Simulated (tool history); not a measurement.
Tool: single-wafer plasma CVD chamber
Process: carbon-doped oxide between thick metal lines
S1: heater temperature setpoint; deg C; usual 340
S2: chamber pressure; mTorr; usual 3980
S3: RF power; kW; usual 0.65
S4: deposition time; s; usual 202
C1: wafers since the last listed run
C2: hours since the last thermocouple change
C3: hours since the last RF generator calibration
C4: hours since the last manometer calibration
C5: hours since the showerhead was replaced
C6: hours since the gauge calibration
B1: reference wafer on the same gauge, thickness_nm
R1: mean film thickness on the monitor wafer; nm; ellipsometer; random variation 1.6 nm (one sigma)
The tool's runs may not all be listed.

run   hour   S1    S2     S3   S4   C1     C2      C3      C4      C5     C6       B1        R1
  1      0  345  3420   0.65  202    0  817.6  2270.2  2345.2  2906.8     75  909.608  1069.408
  2   15.4  345  3420   0.65  202  104    833  2285.6  2360.6  2922.2   90.4  910.536  1071.587
  3     33  340  3980   0.65  202  118  850.6  2303.2  2378.2  2939.8    108  910.171  1110.934
  4   46.3  340  3980   0.65  202   89  863.9  2316.5  2391.5  2953.1  121.3  910.187   1111.91
  5   63.7  340  3980   0.65  202  117  881.3  2333.9  2408.9  2970.5  138.7  910.069  1115.962
  6   79.9  329  3980   0.75  202  109  897.5  2350.1  2425.1  2986.7  154.9  909.747  1252.054
  7   92.3  329  3980   0.75  202   83  909.9  2362.5  2437.5  2999.1  167.3  910.286  1251.242
  8  108.9  329  3980   0.75  202  112  926.5  2379.1  2454.1  3015.7  183.9  910.047  1254.299
     118.4  -- capacitance manometer re-zeroed and calibrated
  9  120.6  340  3510   0.65  202   24  938.2  2390.8     2.2  3027.4  195.6  909.987   1090.06
     141.1  -- thermocouple changed; heater temperature recalibrated
       142  -- showerhead replaced
 10  142.5  340  3980   0.65  182   87    1.4  2412.7    24.1     0.5  217.5  910.161   979.714
 11  150.2  340  3980    0.7  202   52    9.1  2420.4    31.8     8.2  225.2  910.009  1132.678
 12  156.5  340  3980   0.65  202   42   15.4  2426.7    38.1    14.5  231.5  909.845  1091.327
     167.6  -- RF generator calibrated
 13  171.1  340  3170  0.725  202   44     30     3.5    52.7    29.1  246.1  909.935  1123.076
       176  -- gauge calibrated
 14  183.4  355  4910   0.55  225   83   42.3    15.8      65    41.4    7.4  909.935  1096.278
 15  189.7  340  3440   0.65  214   42   48.6    22.1    71.3    47.7   13.7  910.064  1131.519
 16  206.7  340  3980   0.65  202  114   65.6    39.1    88.3    64.7   30.7  909.749  1097.047
 17  220.1  340  3210   0.61  169   90     79    52.5   101.7    78.1   44.1  909.975   856.262
 18  237.8  325  4540   0.54  239  119   96.7    70.2   119.4    95.8   61.8  909.932  1264.581

4 ways to go on from here, each from the tool as it stands after run 18. What would each give?
  A  238.3  340  3980   0.65  202   3  97.2  70.7  119.9  96.3  62.3   ?   ?
  B  238.3  340  3980   0.65  185   3  97.2  70.7  119.9  96.3  62.3   ?   ?
  C  238.3  351  4870  0.575  232   3  97.2  70.7  119.9  96.3  62.3   ?   ?
  D  238.3  340  3980  0.715  202   3  97.2  70.7  119.9  96.3  62.3   ?   ?

run       B1        R1
  A  909.826  1096.945
  B  909.826  1004.875
  C  909.826  1178.204
  D  909.826  1154.456
Without the tool's hidden state the same runs would have given:
run        R1
  A  1094.122
  B  1002.289
  C  1175.675
  D  1151.485
